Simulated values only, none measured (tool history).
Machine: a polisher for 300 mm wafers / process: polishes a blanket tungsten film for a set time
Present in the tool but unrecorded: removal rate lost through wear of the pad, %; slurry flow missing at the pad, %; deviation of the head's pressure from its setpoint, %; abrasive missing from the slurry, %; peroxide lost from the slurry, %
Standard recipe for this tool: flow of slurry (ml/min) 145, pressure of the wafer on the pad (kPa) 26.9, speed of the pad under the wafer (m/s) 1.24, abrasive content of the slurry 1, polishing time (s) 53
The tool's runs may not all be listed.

run,hour,flow of slurry (ml/min),pressure of the wafer on the pad (kPa),speed of the pad under the wafer (m/s),abrasive content of the slurry,polishing time (s),wafers since the last listed run,wafers polished on this pad,hours since the slurry nozzle was cleaned,hours since the head pressure was calibrated,hours since the slurry blender was calibrated,hours since the slurry got fresh peroxide,"incoming thickness of the incoming film, nm",film removed (angstrom)
1,0,145,26.9,1.24,1,53,0,1164,576.7,364.1,11,0.7,907.3,2787
# hour 4.2: slurry nozzle cleaned
2,12.5,145,26.9,1.24,1,53,97,1262,8.3,376.6,23.5,13.2,899.6,2904
3,20.7,145,26.9,1.24,1,53,69,1331,16.5,384.8,31.7,21.4,890.5,2944
# hour 27.6: worn pad replaced by a new one
4,36.2,145,26.9,1.24,1,53,97,73,32,400.3,47.2,36.9,908.5,2925
5,43.2,145,26.9,1.24,1,53,59,132,39,407.3,54.2,43.9,909.1,2855
6,56.8,120,26.9,1.24,1,53,115,248,52.6,420.9,67.8,57.5,897.1,2737
7,69,120,26.9,1.24,1,53,103,352,64.8,433.1,80,69.7,895,2827
8,82.8,120,26.9,1.24,1,53,117,469,78.6,446.9,93.8,83.5,922.5,2746
9,99.4,145,26.9,1.24,1,53,141,610,95.2,463.5,110.4,100.1,909.3,2807
# hour 102.2: slurry tank refilled with fresh slurry and peroxide
10,105.9,145,26.9,1.24,1,63,46,657,101.7,470,116.9,3.7,914.2,3306
11,115.3,145,26.9,1.24,0.85,53,79,737,111.1,479.4,126.3,13.1,897.6,2601
# hour 120.8: head pressure recalibrated
12,129.3,185,26.9,1.24,1,39,102,839,125.1,8.5,140.3,27.1,897.5,2105
13,139.5,105,23.4,1.24,1.25,64,86,926,135.3,18.7,150.5,37.3,896.3,3107
14,157.3,145,29.6,0.94,1,62,151,1077,153.1,36.5,168.3,55.1,908.7,2714
15,169.3,100,35.2,1.24,1.1,47,102,1179,165.1,48.5,180.3,67.1,920.8,3145
16,184.7,145,26.9,1.24,1,53,130,1310,180.5,63.9,195.7,82.5,903.9,2709
# hour 190.1: worn pad replaced by a new one
# hour 194.5: slurry tank refilled with fresh slurry and peroxide
17,198.9,145,18.6,1.6,0.9,64,78,66,194.7,78.1,209.9,4.4,898.8,2883
18,209.8,145,22.8,0.88,1,53,92,158,205.6,89,220.8,15.3,922.7,1615
19,219.6,145,20.7,1.24,1,53,83,242,215.4,98.8,230.6,25.1,920.5,2028
20,237.2,145,26.9,1.06,1,53,149,391,233,116.4,248.2,42.7,913.5,2280
21,248.7,145,18.6,1.24,0.9,53,97,489,244.5,127.9,259.7,54.2,905.1,1750

Estimate the outcome of run 22 from the log above:
22,261.2,145,26.9,1.24,1,53,106,595,257,140.4,272.2,66.7,908,?

film removed (angstrom): 2621
The same run, on a tool lacking any hidden state, would have yielded film removed (angstrom) 2937.

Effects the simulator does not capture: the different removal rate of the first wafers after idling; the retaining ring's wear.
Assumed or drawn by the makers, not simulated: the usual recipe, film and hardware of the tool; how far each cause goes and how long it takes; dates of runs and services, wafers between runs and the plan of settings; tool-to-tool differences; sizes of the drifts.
